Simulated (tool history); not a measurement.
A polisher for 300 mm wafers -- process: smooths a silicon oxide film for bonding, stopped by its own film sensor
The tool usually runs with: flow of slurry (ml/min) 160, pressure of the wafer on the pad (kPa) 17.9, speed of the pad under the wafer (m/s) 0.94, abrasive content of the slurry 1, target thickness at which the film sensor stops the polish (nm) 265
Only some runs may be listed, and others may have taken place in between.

run     day  flow of slurry (ml/min)  pressure of the wafer on the pad (kPa)  speed of the pad under the wafer (m/s)  abrasive content of the slurry  target thickness at which the film sensor stops the polish (nm)  wafers since the last listed run  wafers polished on this pad  hours since the slurry nozzle was cleaned  hours since the head pressure was calibrated  hours since the slurry blender was calibrated  incoming thickness of the incoming film, nm  time until the film sensor stopped the polish (s)
  1       0                      160                                    17.9                                    0.94                               1                                                              265                                 0                          372                                      361.5                                         827.4                                          298.1                                        317.5                                               61.1
      0.362  -- slurry blender recalibrated
  2   1.154                      160                                    17.9                                    0.94                               1                                                              265                               430                          802                                      389.2                                         855.1                                             19                                        324.8                                               72.3
      2.117  -- worn pad replaced by a new one
  3   2.138                      160                                    13.1                                    0.94                               1                                                              265                               328                            7                                      412.8                                         878.7                                           42.6                                        317.6                                               79.7
  4   2.567                      160                                    13.1                                    0.94                               1                                                              265                               172                          180                                      423.1                                           889                                           52.9                                        316.6                                               83.6
  5   3.721                      160                                    13.1                                    0.94                               1                                                              265                               464                          644                                      450.8                                         916.7                                           80.6                                        322.5                                               92.7
  6   4.425                      160                                    17.9                                    0.94                               1                                                              265                               283                          927                                      467.7                                         933.6                                           97.5                                        321.4                                               65.6
  7     5.2                      160                                    17.9                                    0.94                               1                                                              265                               311                         1239                                      486.3                                         952.2                                          116.1                                        316.5                                               62.2
      5.671  -- worn pad replaced by a new one
  8    5.95                      135                                    17.9                                    1.08                            1.15                                                              257                               234                          112                                      504.3                                         970.2                                          134.1                                        316.8                                               61.7
  9   7.083                      160                                    17.9                                    0.94                             1.2                                                              265                               455                          567                                      531.5                                         997.4                                          161.3                                        321.5                                               62.2
 10     8.1                      135                                    21.4                                    1.06                               1                                                              260                               408                          976                                      555.9                                        1021.8                                          185.7                                        317.6                                               54.4
       9.55  -- worn pad replaced by a new one
 11   9.571                      160                                    17.9                                    0.94                               1                                                              265                               524                            8                                      591.2                                        1057.1                                            221                                        324.5                                               65.5
 12  10.779                      160                                    17.9                                    0.94                               1                                                              265                               485                          494                                      620.2                                        1086.1                                            250                                        317.3                                                 62
     10.912  -- slurry blender recalibrated
     11.471  -- head pressure recalibrated
 13  12.117                      145                                    22.8                                    1.02                               1                                                              265                               470                          965                                      652.3                                          15.5                                           28.9                                        320.7                                               51.3
     12.542  -- slurry nozzle cleaned
     12.621  -- worn pad replaced by a new one
 14  13.462                      160                                    15.2                                    0.94                             0.8                                                              277                               492                          338                                       22.1                                          47.8                                           61.2                                        321.2                                               65.3
     15.983  -- worn pad replaced by a new one
 15  17.621                      190                                    17.9                                    0.94                               1                                                              265                              1605                          658                                      121.9                                         147.6                                            161                                        327.4                                               72.5

Subtracting, for every run, the result it would have given without the tool's unlogged condition from the measured result gives the following. The same run-to-run variation enters both numbers; the gauge's scatter may not:
Hidden state present: removal rate lost through wear of the pad, %; slurry flow missing at the pad, %; deviation of the head's pressure from its setpoint, %; abrasive missing from the slurry, %.
run  time until the film sensor stopped the polish (s)
  1                                               +2.4
  2                                               +4.3
  3                                               +0.2
  4                                                 +2
  5                                               +4.8
  6                                               +3.9
  7                                                 +4
  8                                               +1.2
  9                                               +3.3
 10                                               +3.5
 11                                               +0.3
 12                                                 +3
 13                                               +3.3
 14                                               +2.6
 15                                                 +4
